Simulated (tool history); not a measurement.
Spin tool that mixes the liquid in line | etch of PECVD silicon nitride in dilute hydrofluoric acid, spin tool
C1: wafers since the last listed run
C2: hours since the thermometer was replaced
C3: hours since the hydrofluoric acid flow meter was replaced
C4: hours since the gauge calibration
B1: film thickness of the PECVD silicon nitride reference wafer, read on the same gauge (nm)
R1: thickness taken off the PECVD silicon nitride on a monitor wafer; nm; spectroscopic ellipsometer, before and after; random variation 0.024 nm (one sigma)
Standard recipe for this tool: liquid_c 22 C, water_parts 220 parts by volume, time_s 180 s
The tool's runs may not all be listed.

Run 1, day 0: usual settings but liquid_c 25 C; C1 0; C2 1555.6; C3 646.2; C4 292.2; B1 49.997. Result: R1 4.867 nm.
Run 2, day 2.296: usual settings but liquid_c 25 C; C1 352; C2 1610.7; C3 701.3; C4 347.3; B1 50.07. Result: R1 4.884 nm.
Run 3, day 6.754: usual settings but liquid_c 25 C; C1 683; C2 1717.7; C3 808.3; C4 454.3; B1 49.94. Result: R1 4.847 nm.
Run 4, day 10.042: usual settings but water_parts 140 parts by volume; C1 504; C2 1796.6; C3 887.2; C4 533.2; B1 49.968. Result: R1 6.361 nm.
Run 5, day 13.242: usual settings but water_parts 140 parts by volume; C1 490; C2 1873.4; C3 964; C4 610; B1 49.966. Result: R1 6.394 nm.
Run 6, day 16.392: usual settings but water_parts 140 parts by volume; C1 483; C2 1949; C3 1039.6; C4 685.6; B1 50.012. Result: R1 6.37 nm.
Run 7, day 20.046: usual settings; C1 560; C2 2036.7; C3 1127.3; C4 773.3; B1 50.018. Result: R1 4.101 nm.
Run 8, day 22.408: usual settings but liquid_c 18.5 C, time_s 150 s; C1 362; C2 2093.4; C3 1184; C4 830; B1 50.07. Result: R1 2.73 nm.
Run 9, day 26.338: usual settings; C1 602; C2 2187.7; C3 1278.3; C4 924.3; B1 49.942. Result: R1 4.095 nm.
Run 10, day 30.121: usual settings; C1 580; C2 2278.5; C3 1369.1; C4 1015.1; B1 49.99. Result: R1 4.125 nm.
Run 11, day 34.458: usual settings; C1 665; C2 2382.6; C3 1473.2; C4 1119.2; B1 49.991. Result: R1 4.137 nm.
At day 35.271: thermometer replaced.
Run 12, day 37.062: usual settings; C1 393; C2 43; C3 1535.7; C4 1181.7; B1 49.962. Result: R1 4.169 nm.
Run 13, day 40.525: usual settings; C1 531; C2 126.1; C3 1618.8; C4 1264.8; B1 49.959. Result: R1 4.176 nm.
Run 14, day 42.196: usual settings; C1 256; C2 166.2; C3 1658.9; C4 1304.9; B1 50. Result: R1 4.197 nm.
Run 15, day 45.696: usual settings but liquid_c 18 C, water_parts 145 parts by volume, time_s 110 s; C1 536; C2 250.2; C3 1742.9; C4 1388.9; B1 50.007. Result: R1 2.97 nm.
Run 16, day 49.996: usual settings but liquid_c 18 C, time_s 135 s; C1 659; C2 353.4; C3 1846.1; C4 1492.1; B1 49.975. Result: R1 2.423 nm.
At day 52.062: gauge calibrated.
Run 17, day 52.367: usual settings; C1 363; C2 410.3; C3 1903; C4 7.3; B1 50.002. Result: R1 4.222 nm.
Run 18, day 56.762: usual settings but liquid_c 20.5 C, water_parts 270 parts by volume, time_s 285 s; C1 674; C2 515.8; C3 2008.5; C4 112.8; B1 50.005. Result: R1 4.94 nm.
Run 19, day 59.883: usual settings but time_s 285 s; C1 478; C2 590.7; C3 2083.4; C4 187.7; B1 50.038. Result: R1 6.779 nm.
Run 20, day 64.271: usual settings but water_parts 135 parts by volume; C1 672; C2 696; C3 2188.7; C4 293; B1 49.989. Result: R1 6.85 nm.
Run 21, day 66.338: usual settings but water_parts 310 parts by volume; C1 317; C2 745.6; C3 2238.3; C4 342.6; B1 49.978. Result: R1 3.07 nm.
At day 67.246: hydrofluoric acid flow meter replaced.
Run 22, day 68.196: usual settings but liquid_c 17.5 C, water_parts 260 parts by volume; C1 278; C2 790.2; C3 22.8; C4 387.2; B1 49.972. Result: R1 2.487 nm.
Run 23, day 72.529: usual settings but liquid_c 20 C, water_parts 170 parts by volume, time_s 230 s; C1 664; C2 894.2; C3 126.8; C4 491.2; B1 49.976. Result: R1 5.742 nm.
Run 24, day 75.796: usual settings but liquid_c 19 C; C1 501; C2 972.6; C3 205.2; C4 569.6; B1 50.027. Result: R1 3.252 nm.
Run 25, day 80.079: usual settings but liquid_c 27 C; C1 657; C2 1075.4; C3 308; C4 672.4; B1 49.979. Result: R1 5.424 nm.
Run 26, day 84.804: usual settings but liquid_c 19.5 C, water_parts 165 parts by volume, time_s 100 s; C1 724; C2 1188.8; C3 421.4; C4 785.8; B1 49.976. Result: R1 2.5 nm.
Run 27, day 88.317: usual settings but liquid_c 23.5 C; C1 538; C2 1273.1; C3 505.7; C4 870.1; B1 50.001. Result: R1 4.419 nm.
Run 28, day 92.138: usual settings but time_s 240 s; C1 586; C2 1364.8; C3 597.4; C4 961.8; B1 50.016. Result: R1 5.388 nm.
Run 29, day 94.796: usual settings; C1 407; C2 1428.6; C3 661.2; C4 1025.6; B1 50.006. Result: R1 4.039 nm.
Run 30, day 97.042: usual settings; C1 344; C2 1482.5; C3 715.1; C4 1079.5; B1 49.985. Result: R1 4.021 nm.
Run 31, day 100.2: usual settings but liquid_c 26.5 C, water_parts 155 parts by volume, time_s 110 s; C1 484; C2 1558.3; C3 790.9; C4 1155.3; B1 49.979. Result: R1 4.68 nm.
Run 32, day 111.025: usual settings; C1 1660; C2 1818.1; C3 1050.7; C4 1415.1; B1 50.037. Result: R1 4.099 nm.

Below, some changes in R1 between adjacent runs. For each, the amount present without the hidden state too (settings, incoming material, random variation) and the amount remaining for the hidden state with gauge scatter not shared by both compared results:
The hidden state here: liquid hotter than its thermometer reads (K); hydrofluoric acid flow above the setpoint (%); gauge reads high (%).
Run 18 -> 19: liquid_c 20.5 -> 22, water_parts 270 -> 220. R1 +1.839 nm: hidden state +0.146, all else +1.693.
Run 20 -> 21: water_parts 135 -> 310. R1 -3.78 nm: hidden state -0.278, all else -3.502.
Run 21 -> 22: liquid_c 22 -> 17.5, water_parts 310 -> 260, hydrofluoric acid flow meter replaced. R1 -0.583 nm: hidden state -0.218, all else -0.365.
Run 22 -> 23: liquid_c 17.5 -> 20, water_parts 260 -> 170, time_s 180 -> 230. R1 +3.255 nm: hidden state +0.041, all else +3.214.
Run 25 -> 26: liquid_c 27 -> 19.5, water_parts 220 -> 165, time_s 180 -> 100. R1 -2.924 nm: hidden state -0.039, all else -2.885.
